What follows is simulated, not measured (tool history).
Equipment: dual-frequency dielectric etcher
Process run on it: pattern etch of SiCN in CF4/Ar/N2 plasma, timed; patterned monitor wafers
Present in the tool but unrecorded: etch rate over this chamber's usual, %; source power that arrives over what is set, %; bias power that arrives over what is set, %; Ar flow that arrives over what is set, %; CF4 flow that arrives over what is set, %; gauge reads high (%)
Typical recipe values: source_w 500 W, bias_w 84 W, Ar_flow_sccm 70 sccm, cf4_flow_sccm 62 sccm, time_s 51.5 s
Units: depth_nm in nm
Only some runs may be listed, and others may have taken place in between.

run     day  source_w  bias_w  Ar_flow_sccm  cf4_flow_sccm  time_s  wafers since the last listed run  hours since the last wet clean  hours since the last source power generator calibration  hours since the last bias power generator calibration  hours since the last Ar flow controller change  hours since the last CF4 flow controller change  hours since the last upper electrode change  hours since the gauge calibration  read-back reference wafer on the same gauge, depth_nm  depth_nm
  1   0.000       500      84            81             62    51.5                                 0                           445.3                                                   2295.1                                                 1212.1                                          3851.1                                            902.5                                       3133.2                              996.3                                                   50.5      51.4
      3.983  -- wet clean of the chamber
  2   4.950       500      84            70             69    51.5                              1156                            23.2                                                   2413.9                                                 1330.9                                          3969.9                                           1021.3                                       3252.0                             1115.1                                                   50.6      53.9
  3   7.550       500      84            70             69    51.5                               761                            85.6                                                   2476.3                                                 1393.3                                          4032.3                                           1083.7                                       3314.4                             1177.5                                                   50.7      53.8
  4   9.429       500      84            70             69    51.5                               550                           130.7                                                   2521.4                                                 1438.4                                          4077.4                                           1128.8                                       3359.5                             1222.6                                                   50.6      54.0
  5  11.317       500      84            70             66    46.0                               552                           176.0                                                   2566.7                                                 1483.7                                          4122.7                                           1174.1                                       3404.8                             1267.9                                                   50.7      47.7
  6  12.967       500      84            70             66    46.0                               483                           215.6                                                   2606.3                                                 1523.3                                          4162.3                                           1213.7                                       3444.4                             1307.5                                                   50.8      47.8
  7  15.079       550      84            70             62    51.5                               618                           266.3                                                   2657.0                                                 1574.0                                          4213.0                                           1264.4                                       3495.1                             1358.2                                                   50.9      56.5
  8  23.283       550      84            70             62    51.5                              2402                           463.2                                                   2853.9                                                 1770.9                                          4409.9                                           1461.3                                       3692.0                             1555.1                                                   51.0      57.0
     24.354  -- wet clean of the chamber
     26.212  -- Ar flow controller replaced
     26.342  -- gauge calibrated
  9  27.038       550      84            70             62    51.5                               733                            64.4                                                   2944.0                                                 1861.0                                            19.8                                           1551.4                                       3782.1                               16.7                                                   49.8      55.4
 10  28.896       500      84            63             56    44.5                               544                           109.0                                                   2988.6                                                 1905.6                                            64.4                                           1596.0                                       3826.7                               61.3                                                   49.9      44.9
     30.329  -- bias power generator calibrated
 11  32.271       500      84            70             62    51.5                               939                           190.0                                                   3069.6                                                   46.6                                           145.4                                           1677.0                                       3907.7                              142.3                                                   49.9      52.2

Run 12, settings as shown, results not yet in. Your forecast:
     33.208  -- CF4 flow controller replaced
 12  34.000       500      92            70             62    36.0                               433                           231.5                                                   3111.1                                                   88.1                                           186.9                                             19.0                                       3949.2                              183.8                                                      ?         ?

read-back reference wafer on the same gauge, depth_nm: 49.9
depth_nm: 38.2 nm
Without the tool's hidden state the same run would have given depth_nm 38.0 nm.
